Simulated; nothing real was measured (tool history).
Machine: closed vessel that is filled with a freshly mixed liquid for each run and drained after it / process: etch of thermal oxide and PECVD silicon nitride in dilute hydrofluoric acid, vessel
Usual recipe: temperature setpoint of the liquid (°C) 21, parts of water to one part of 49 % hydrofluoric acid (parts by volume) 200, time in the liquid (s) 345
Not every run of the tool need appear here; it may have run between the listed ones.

run	hour	temperature setpoint of the liquid (°C)	parts of water to one part of 49 % hydrofluoric acid (parts by volume)	time in the liquid (s)	wafers since the last listed run	hours since the thermometer was replaced	hours since the hydrofluoric acid flow meter was replaced	hours since the gauge calibration	read-back film thickness of the thermal oxide reference wafer, read on the same gauge (nm)	read-back film thickness of the PECVD silicon nitride reference wafer, read on the same gauge (nm)	thickness taken off the thermal oxide on a monitor wafer (nm)	thickness taken off the PECVD silicon nitride on a monitor wafer (nm)
1	0	22.5	200	345	0	1535.8	1870.2	340.8	49.98	60.008	7.8	3.956
2	13.1	21	200	345	1422	1548.9	1883.3	353.9	50.01	60.044	7.32	3.726
3	20.4	21	200	345	792	1556.2	1890.6	361.2	50.03	59.988	7.3	3.7
4	38	21	200	345	1910	1573.8	1908.2	378.8	49.99	60	7.32	3.758
5	49.4	21	200	345	1237	1585.2	1919.6	390.2	50.03	60.014	7.33	3.741
6	61.7	21	200	345	1335	1597.5	1931.9	402.5	49.99	60.041	7.44	3.661
7	77.6	21	200	345	1726	1613.4	1947.8	418.4	49.98	60.029	7.28	3.719
8	86.4	25.5	135	450	955	1622.2	1956.6	427.2	49.99	60.028	18.21	9.456
9	100.4	21	265	345	1519	1636.2	1970.6	441.2	50.02	59.986	5.16	2.824
# hour 103.8: gauge calibrated
10	108.3	17	245	480	857	1644.1	1978.5	4.5	50	60.006	6.94	3.282
11	119.9	17	200	345	1259	1655.7	1990.1	16.1	50	60.004	6.32	2.86
12	170.8	17.5	260	450	5526	1706.6	2041	67	50	59.98	6.14	3.018
13	187.9	21	235	530	1856	1723.7	2058.1	84.1	49.99	59.992	9.34	4.999
14	203.3	18.5	200	145	1671	1739.1	2073.5	99.5	50.01	60.006	2.84	1.327
# hour 210.4: hydrofluoric acid flow meter replaced
# hour 210.8: thermometer replaced
15	213.6	21	200	345	973	2.8	3.2	109.8	50.01	60	6.68	3.241
16	224.6	25.5	100	425	1194	13.8	14.2	120.8	50	60.012	22.26	10.407
17	234	18.5	295	160	1020	23.2	23.6	130.2	50	59.954	1.75	0.871
18	245.3	21	160	345	1226	34.5	34.9	141.5	49.98	60.015	8.81	3.978
19	252.1	21	200	345	738	41.3	41.7	148.3	49.98	60.003	6.64	3.111
20	258.2	21	200	345	662	47.4	47.8	154.4	50.01	60.012	6.71	3.183
21	267.1	18.5	270	400	966	56.3	56.7	163.3	49.99	60.007	4.9	2.353
22	284.3	21	200	345	1867	73.5	73.9	180.5	49.99	59.984	6.81	3.166
23	301.4	17	200	220	1856	90.6	91	197.6	50	59.988	3.72	1.555

The next listed run, before its measurement:
24	318.5	21	170	345	1856	107.7	108.1	214.7	?	?	?	?

Run 24 measured read-back film thickness of the thermal oxide reference wafer, read on the same gauge (nm) 49.98, read-back film thickness of the PECVD silicon nitride reference wafer, read on the same gauge (nm) 59.985, thickness taken off the thermal oxide on a monitor wafer (nm) 8.25, thickness taken off the PECVD silicon nitride on a monitor wafer (nm) 3.73.
With no hidden state in the tool, this same run would have given thickness taken off the thermal oxide on a monitor wafer (nm) 8.1, thickness taken off the PECVD silicon nitride on a monitor wafer (nm) 3.616.
